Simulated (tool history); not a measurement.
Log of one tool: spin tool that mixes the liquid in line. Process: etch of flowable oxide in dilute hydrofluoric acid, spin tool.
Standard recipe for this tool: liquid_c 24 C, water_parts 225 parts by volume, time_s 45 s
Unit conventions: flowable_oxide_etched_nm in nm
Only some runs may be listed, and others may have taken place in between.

run     day  liquid_c  water_parts  time_s  wafers since the last listed run  hours since the thermometer was replaced  hours since the hydrofluoric acid flow meter was replaced  hours since the gauge calibration  read-back film thickness of the flowable oxide reference wafer, read on the same gauge (nm)  flowable_oxide_etched_nm
  1       0        24          225      55                                 0                                     482.9                                                      987.3                             1188.8                                                                                        99.99                      8.98
  2   1.183        24          225      55                               231                                     511.3                                                     1015.7                             1217.2                                                                                       100.01                      9.18
  3   8.721        24          175      45                              1474                                     692.2                                                     1196.6                             1398.1                                                                                        99.99                      9.87
  4  11.067        24          175      45                               458                                     748.5                                                     1252.9                             1454.4                                                                                       100.01                      9.84
     12.258  -- gauge calibrated
  5  12.679        24          225      45                               315                                     787.2                                                     1291.6                               10.1                                                                                       100.02                       7.2
  6    14.3        24          225      45                               317                                     826.1                                                     1330.5                                 49                                                                                          100                      7.25
  7  15.396        24          225      45                               214                                     852.4                                                     1356.8                               75.3                                                                                        99.99                      7.17
  8  17.254        24          295      45                               363                                       897                                                     1401.4                              119.9                                                                                       100.02                      5.13
  9    19.7        24          285      45                               478                                     955.7                                                     1460.1                              178.6                                                                                        99.99                      5.31
     21.342  -- thermometer replaced
 10  21.938        24          285      45                               429                                      14.3                                                     1513.8                              232.3                                                                                       100.01                      5.78
 11  24.008        25          225      45                               405                                        64                                                     1563.5                                282                                                                                        99.98                      7.97
 12  25.621        24          225      45                               315                                     102.7                                                     1602.2                              320.7                                                                                          100                      7.76
 13  27.642        24          225      45                               395                                     151.2                                                     1650.7                              369.2                                                                                        99.99                      7.67
 14  28.667        24          225      45                               200                                     175.8                                                     1675.3                              393.8                                                                                        99.99                      7.74
 15  29.825        24          225      45                               226                                     203.6                                                     1703.1                              421.6                                                                                       100.01                      7.65
 16  32.158        24          225      45                               456                                     259.6                                                     1759.1                              477.6                                                                                       100.02                      7.69
 17  36.162        24          225      45                               783                                     355.7                                                     1855.2                              573.7                                                                                       100.01                      7.62
 18  37.542        24          225      45                               269                                     388.8                                                     1888.3                              606.8                                                                                       100.03                      7.53
 19  40.092        24          225      45                               498                                       450                                                     1949.5                                668                                                                                       100.01                      7.62
     45.029  -- hydrofluoric acid flow meter replaced
 20    48.8        20          170      55                              1695                                       659                                                       90.5                                877                                                                                        99.98                     10.16
 21  51.138        24          310      30                               457                                     715.1                                                      146.6                              933.1                                                                                       100.02                      3.13
 22  53.917        24          225      45                               543                                     781.8                                                      213.3                              999.8                                                                                       100.02                      6.91
 23  60.346      20.5          265      25                              1257                                     936.1                                                      367.6                             1154.1                                                                                        99.99                       2.8

Estimate the outcome of run 24 from the log above:
     61.075  -- thermometer replaced
 24  63.092      25.5          225      45                               528                                      48.4                                                      433.5                               1220                                                                                            ?                         ?

Run 24 gave read-back film thickness of the flowable oxide reference wafer, read on the same gauge (nm) 100.01, flowable_oxide_etched_nm 7.9 nm.
With no hidden state in the tool, this same run would have given flowable_oxide_etched_nm 7.88 nm.
